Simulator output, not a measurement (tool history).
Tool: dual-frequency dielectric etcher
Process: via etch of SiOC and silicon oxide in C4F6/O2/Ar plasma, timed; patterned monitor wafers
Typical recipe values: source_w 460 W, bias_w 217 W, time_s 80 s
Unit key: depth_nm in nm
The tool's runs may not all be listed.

run    hour  source_w  bias_w  time_s  wafers since the last listed run  hours since the last wet clean  hours since the last source power generator calibration  hours since the last bias power generator calibration  hours since the last upper electrode change  hours since the gauge calibration  read-back reference wafer on the same gauge, depth_nm  depth_nm
  1       0       520     217      80                                 0                           298.5                                                    254.4                                                 3474.3                                       3460.9                              800.3                                                   93.9     114.3
  2    41.4       560     217      80                               571                           339.9                                                    295.8                                                 3515.7                                       3502.3                              841.7                                                     94     118.3
  3   148.6       460     217      80                              1480                           447.1                                                      403                                                 3622.9                                       3609.5                              948.9                                                   93.9     108.5
  4   255.5       460     217      80                              1475                             554                                                    509.9                                                 3729.8                                       3716.4                             1055.8                                                     94     109.8
  5   320.1       380     217      80                               891                           618.6                                                    574.5                                                 3794.4                                         3781                             1120.4                                                     94     100.1
      357.4  -- wet clean of the chamber
  6   385.9       460     217      80                               577                            28.5                                                    640.3                                                 3860.2                                       3846.8                             1186.2                                                     94     106.1
  7     479       460     217      80                              1285                           121.6                                                    733.4                                                 3953.3                                       3939.9                             1279.3                                                   94.1     106.8
  8   547.9       460     217      80                               951                           190.5                                                    802.3                                                 4022.2                                       4008.8                             1348.2                                                     94     106.8
  9   620.8       460     217      80                              1006                           263.4                                                    875.2                                                 4095.1                                       4081.7                             1421.1                                                     94     107.8
 10   721.5       460     217      80                              1390                           364.1                                                    975.9                                                 4195.8                                       4182.4                             1521.8                                                     94     108.5
      771.7  -- gauge calibrated
        849  -- wet clean of the chamber
 11   895.4       460     217      80                              2069                            46.4                                                   1149.8                                                 4369.7                                       4356.3                              123.7                                                     94     105.9
 12  1005.4       460     217      80                              1518                           156.4                                                   1259.8                                                 4479.7                                       4466.3                              233.7                                                     94     106.7
 13  1050.2       460     217      80                               618                           201.2                                                   1304.6                                                 4524.5                                       4511.1                              278.5                                                     94     107.2
 14  1121.2       460     197      80                               980                           272.2                                                   1375.6                                                 4595.5                                       4582.1                              349.5                                                   94.1     103.5
 15  1203.4       460     268      60                              1134                           354.4                                                   1457.8                                                 4677.7                                       4664.3                              431.7                                                     94      88.4
 16  1310.7       460     165      80                              1481                           461.7                                                   1565.1                                                   4785                                       4771.6                                539                                                   93.8      97.2
 17  1367.3       460     217      80                               781                           518.3                                                   1621.7                                                 4841.6                                       4828.2                              595.6                                                   93.9     108.4
     1397.4  -- wet clean of the chamber
     1466.1  -- source power generator calibrated
     1493.8  -- upper electrode replaced
 18  1494.3       460     217      80                              1035                            96.9                                                     28.2                                                 4968.6                                          0.5                              722.6                                                   93.9     106.6
     1503.4  -- bias power generator calibrated
 19  1536.7       460     217      80                               530                           139.3                                                     70.6                                                   33.3                                         42.9                                765                                                     94     107.1
 20  1602.8       460     217      80                               912                           205.4                                                    136.7                                                   99.4                                          109                              831.1                                                     94     106.7
 21  1668.6       540     266    97.5                               908                           271.2                                                    202.5                                                  165.2                                        174.8                              896.9                                                   94.1     154.1
 22    1711       400     202    86.5                               585                           313.6                                                    244.9                                                  207.6                                        217.2                              939.3                                                     94     105.3
 23  1772.6       460     217      80                               850                           375.2                                                    306.5                                                  269.2                                        278.8                             1000.9                                                   94.1     108.4
 24  1853.5       400     265    86.5                              1117                           456.1                                                    387.4                                                  350.1                                        359.7                             1081.8                                                   93.9     119.4
 25  1907.3       380     241      80                               742                           509.9                                                    441.2                                                  403.9                                        413.5                             1135.6                                                     94     103.5
 26  1967.4       460     235      64                               829                             570                                                    501.3                                                    464                                        473.6                             1195.7                                                     94        90
     2052.6  -- wet clean of the chamber
 27  2053.1       460     217      80                               851                             0.5                                                      587                                                  549.7                                        559.3                             1281.4                                                     94     106.2

Measured less the same run without the tool's hidden state. The same run-to-run variation is in both; the gauge's scatter may not be:
Unlogged tool condition in this case: etch rate over this chamber's usual, %; source power that arrives over what is set, %; bias power that arrives over what is set, %; gauge reads high (%).
run  depth_nm
  1        +2
  2      +2.3
  3      +2.7
  4      +3.4
  5      +3.4
  6        +0
  7      +0.6
  8        +1
  9      +1.5
 10      +2.1
 11      -0.2
 12      +0.5
 13      +0.8
 14      +1.1
 15      +1.3
 16        +2
 17      +2.6
 18      +0.3
 19      +0.6
 20        +1
 21        +2
 22      +1.6
 23        +2
 24      +2.7
 25      +2.6
 26      +2.6
 27      -0.2

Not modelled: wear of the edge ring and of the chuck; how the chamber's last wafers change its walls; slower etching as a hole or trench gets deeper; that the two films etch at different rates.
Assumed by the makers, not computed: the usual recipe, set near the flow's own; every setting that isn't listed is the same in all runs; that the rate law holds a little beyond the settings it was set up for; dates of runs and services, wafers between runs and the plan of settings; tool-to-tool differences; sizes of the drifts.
